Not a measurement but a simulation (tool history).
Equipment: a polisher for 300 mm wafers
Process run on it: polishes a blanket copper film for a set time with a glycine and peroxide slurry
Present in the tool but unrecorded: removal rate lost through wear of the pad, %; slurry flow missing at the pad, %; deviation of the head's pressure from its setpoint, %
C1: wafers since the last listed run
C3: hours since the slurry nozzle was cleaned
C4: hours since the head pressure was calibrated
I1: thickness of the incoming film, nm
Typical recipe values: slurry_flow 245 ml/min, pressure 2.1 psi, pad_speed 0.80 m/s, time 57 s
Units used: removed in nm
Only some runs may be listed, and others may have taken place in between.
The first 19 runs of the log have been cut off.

run 20 hour=534.1 | slurry_flow=180 pressure=2.5 pad_speed=0.80 time=77 | C1=169 wafers_polished_on_this_pad=917 C3=342.2 C4=818.8 | I1=2080.8 | removed=294.7
run 21 hour=594.9 | slurry_flow=190 pressure=2.1 pad_speed=0.80 time=57 | C1=455 wafers_polished_on_this_pad=1372 C3=403.0 C4=879.6 | I1=2106.4 | removed=200.9
-- hour=600.7 slurry nozzle cleaned
run 22 hour=628.1 | slurry_flow=245 pressure=2.1 pad_speed=0.80 time=57 | C1=241 wafers_polished_on_this_pad=1613 C3=27.4 C4=912.8 | I1=2076.8 | removed=253.7
run 23 hour=645.4 | slurry_flow=245 pressure=2.1 pad_speed=1.00 time=57 | C1=129 wafers_polished_on_this_pad=1743 C3=44.7 C4=930.1 | I1=2088.0 | removed=314.3
run 24 hour=661.0 | slurry_flow=215 pressure=2.1 pad_speed=0.80 time=57 | C1=116 wafers_polished_on_this_pad=1860 C3=60.3 C4=945.7 | I1=2045.6 | removed=245.1
-- hour=666.1 head pressure recalibrated
-- hour=669.7 worn pad replaced by a new one
run 25 hour=677.7 | slurry_flow=210 pressure=1.6 pad_speed=0.80 time=57 | C1=82 wafers_polished_on_this_pad=59 C3=77.0 C4=11.6 | I1=2071.0 | removed=230.7
run 26 hour=703.5 | slurry_flow=245 pressure=2.1 pad_speed=0.80 time=57 | C1=193 wafers_polished_on_this_pad=252 C3=102.8 C4=37.4 | I1=2037.6 | removed=254.0
run 27 hour=720.0 | slurry_flow=245 pressure=2.1 pad_speed=0.80 time=57 | C1=123 wafers_polished_on_this_pad=376 C3=119.3 C4=53.9 | I1=2069.2 | removed=248.8
run 28 hour=736.4 | slurry_flow=245 pressure=2.1 pad_speed=0.80 time=57 | C1=122 wafers_polished_on_this_pad=499 C3=135.7 C4=70.3 | I1=2076.9 | removed=250.8
run 29 hour=760.1 | slurry_flow=245 pressure=2.1 pad_speed=0.80 time=40 | C1=177 wafers_polished_on_this_pad=676 C3=159.4 C4=94.0 | I1=2063.2 | removed=175.9
run 30 hour=790.3 | slurry_flow=245 pressure=1.8 pad_speed=0.80 time=57 | C1=226 wafers_polished_on_this_pad=902 C3=189.6 C4=124.2 | I1=2087.9 | removed=238.2
run 31 hour=811.0 | slurry_flow=215 pressure=2.7 pad_speed=0.88 time=48 | C1=154 wafers_polished_on_this_pad=1057 C3=210.3 C4=144.9 | I1=2061.7 | removed=236.0
run 32 hour=831.1 | slurry_flow=185 pressure=1.5 pad_speed=0.80 time=42 | C1=150 wafers_polished_on_this_pad=1207 C3=230.4 C4=165.0 | I1=2063.1 | removed=150.3
run 33 hour=932.6 | slurry_flow=305 pressure=2.1 pad_speed=0.90 time=57 | C1=759 wafers_polished_on_this_pad=1967 C3=331.9 C4=266.5 | I1=2089.8 | removed=280.0
-- hour=940.9 worn pad replaced by a new one
-- hour=948.3 slurry nozzle cleaned
run 34 hour=950.0 | slurry_flow=245 pressure=2.1 pad_speed=0.88 time=57 | C1=92 wafers_polished_on_this_pad=60 C3=1.7 C4=283.9 | I1=2075.1 | removed=285.3
run 35 hour=984.4 | slurry_flow=200 pressure=2.4 pad_speed=0.80 time=57 | C1=257 wafers_polished_on_this_pad=318 C3=36.1 C4=318.3 | I1=2081.2 | removed=252.3
run 36 hour=1019.7 | slurry_flow=205 pressure=2.4 pad_speed=0.56 time=37 | C1=264 wafers_polished_on_this_pad=582 C3=71.4 C4=353.6 | I1=2038.8 | removed=115.5

What if the next run were any one of these 5? Each begins from the tool's condition after run 36:
run A hour=1020.1 | slurry_flow=245 pressure=2.1 pad_speed=0.80 time=57 | C1=2 wafers_polished_on_this_pad=585 C3=71.8 C4=354.0 | I1=2074.8 | removed=?
run B hour=1020.1 | slurry_flow=245 pressure=2.7 pad_speed=0.64 time=57 | C1=2 wafers_polished_on_this_pad=585 C3=71.8 C4=354.0 | I1=2074.8 | removed=?
run C hour=1020.1 | slurry_flow=245 pressure=2.1 pad_speed=0.80 time=48 | C1=2 wafers_polished_on_this_pad=585 C3=71.8 C4=354.0 | I1=2074.8 | removed=?
run D hour=1020.1 | slurry_flow=270 pressure=1.5 pad_speed=0.80 time=69 | C1=2 wafers_polished_on_this_pad=585 C3=71.8 C4=354.0 | I1=2074.8 | removed=?
run E hour=1020.1 | slurry_flow=270 pressure=2.7 pad_speed=0.90 time=72 | C1=2 wafers_polished_on_this_pad=585 C3=71.8 C4=354.0 | I1=2074.8 | removed=?

run=A removed=249.1
run=B removed=215.0
run=C removed=209.8
run=D removed=283.4
run=E removed=388.2
Had the tool no hidden state, the same runs would have come out as:
run=A removed=253.6
run=B removed=218.9
run=C removed=213.6
run=D removed=287.8
run=E removed=394.2
